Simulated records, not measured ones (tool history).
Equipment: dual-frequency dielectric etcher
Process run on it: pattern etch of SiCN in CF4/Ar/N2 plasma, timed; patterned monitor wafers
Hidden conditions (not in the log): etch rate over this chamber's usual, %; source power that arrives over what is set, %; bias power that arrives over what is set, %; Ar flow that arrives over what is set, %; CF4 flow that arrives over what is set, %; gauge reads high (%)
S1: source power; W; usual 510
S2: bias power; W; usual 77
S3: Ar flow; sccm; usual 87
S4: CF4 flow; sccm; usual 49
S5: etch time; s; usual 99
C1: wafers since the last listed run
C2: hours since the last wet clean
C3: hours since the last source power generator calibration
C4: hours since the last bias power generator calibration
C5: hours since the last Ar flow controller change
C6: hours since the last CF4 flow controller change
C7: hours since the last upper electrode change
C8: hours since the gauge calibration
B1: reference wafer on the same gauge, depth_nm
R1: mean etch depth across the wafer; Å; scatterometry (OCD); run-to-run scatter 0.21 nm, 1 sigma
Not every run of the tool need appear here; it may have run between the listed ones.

run	hour	S1	S2	S3	S4	S5	C1	C2	C3	C4	C5	C6	C7	C8	B1	R1
1	0	510	77	87	49	99	0	328.1	1941.7	2958.3	2799	2567.6	1888.5	543	77.5	870
2	38.7	510	77	87	49	99	329	366.8	1980.4	2997	2837.7	2606.3	1927.2	581.7	77.5	868
# hour 88.5: wet clean of the chamber
3	89	510	77	87	49	119	224	0.5	2030.7	3047.3	2888	2656.6	1977.5	632	77.5	1063
4	131.4	510	77	87	49	119	361	42.9	2073.1	3089.7	2930.4	2699	2019.9	674.4	77.5	1055
5	188.4	510	77	87	49	119	485	99.9	2130.1	3146.7	2987.4	2756	2076.9	731.4	77.5	1055
6	218.8	510	77	87	49	99	258	130.3	2160.5	3177.1	3017.8	2786.4	2107.3	761.8	77.5	876
7	266.3	510	77	87	49	99	404	177.8	2208	3224.6	3065.3	2833.9	2154.8	809.3	77.5	870
8	304.1	510	77	87	49	99	322	215.6	2245.8	3262.4	3103.1	2871.7	2192.6	847.1	77.5	870
9	345.5	410	77	87	49	81.5	352	257	2287.2	3303.8	3144.5	2913.1	2234	888.5	77.5	586
# hour 494.1: wet clean of the chamber
10	504	510	69	70	49	88.5	1145	9.9	2445.7	3462.3	3303	3071.6	2392.5	1047	77.5	764
11	538.1	600	64	70	49	74.5	290	44	2479.8	3496.4	3337.1	3105.7	2426.6	1081.1	77.5	711
# hour 581.7: source power generator calibrated
12	590.6	560	77	104	49	99	413	96.5	8.9	3548.9	3389.6	3158.2	2479.1	1133.6	77.5	965
# hour 625.5: upper electrode replaced
# hour 626.7: bias power generator calibrated
13	627.2	400	77	77	49	99	97	133.1	45.5	0.5	3426.2	3194.8	1.7	1170.2	77.5	735
# hour 667.7: Ar flow controller replaced
14	674.3	510	77	87	49	99	350	180.2	92.6	47.6	6.6	3241.9	48.8	1217.3	77.5	901
# hour 706.2: CF4 flow controller replaced
15	721.2	510	77	87	49	99	348	227.1	139.5	94.5	53.5	15	95.7	1264.2	77.5	893
# hour 735: gauge calibrated
16	849.3	510	68	104	49	99	1091	355.2	267.6	222.6	181.6	143.1	223.8	114.3	77.5	804
17	877.4	400	86	81	40	99	239	383.3	295.7	250.7	209.7	171.2	251.9	142.4	77.5	719
18	904.8	510	77	87	49	119	233	410.7	323.1	278.1	237.1	198.6	279.3	169.8	77.5	1059
19	943.5	470	77	87	49	99	329	449.4	361.8	316.8	275.8	237.3	318	208.5	77.5	813

Alternative continuations, all from the tool just after run 19; predict every row:
A	943.9	510	77	65	49	99	3	449.8	362.2	317.2	276.2	237.7	318.4	208.9	?	?
B	943.9	450	77	75	56	112	3	449.8	362.2	317.2	276.2	237.7	318.4	208.9	?	?
C	943.9	510	96	107	40	99	3	449.8	362.2	317.2	276.2	237.7	318.4	208.9	?	?
D	943.9	510	77	87	42	99	3	449.8	362.2	317.2	276.2	237.7	318.4	208.9	?	?

run	B1	R1
A	77.4	915
B	77.4	931
C	77.4	916
D	77.4	843
Without the tool's hidden state the same runs would have given:
run	R1
A	957
B	974
C	957
D	882
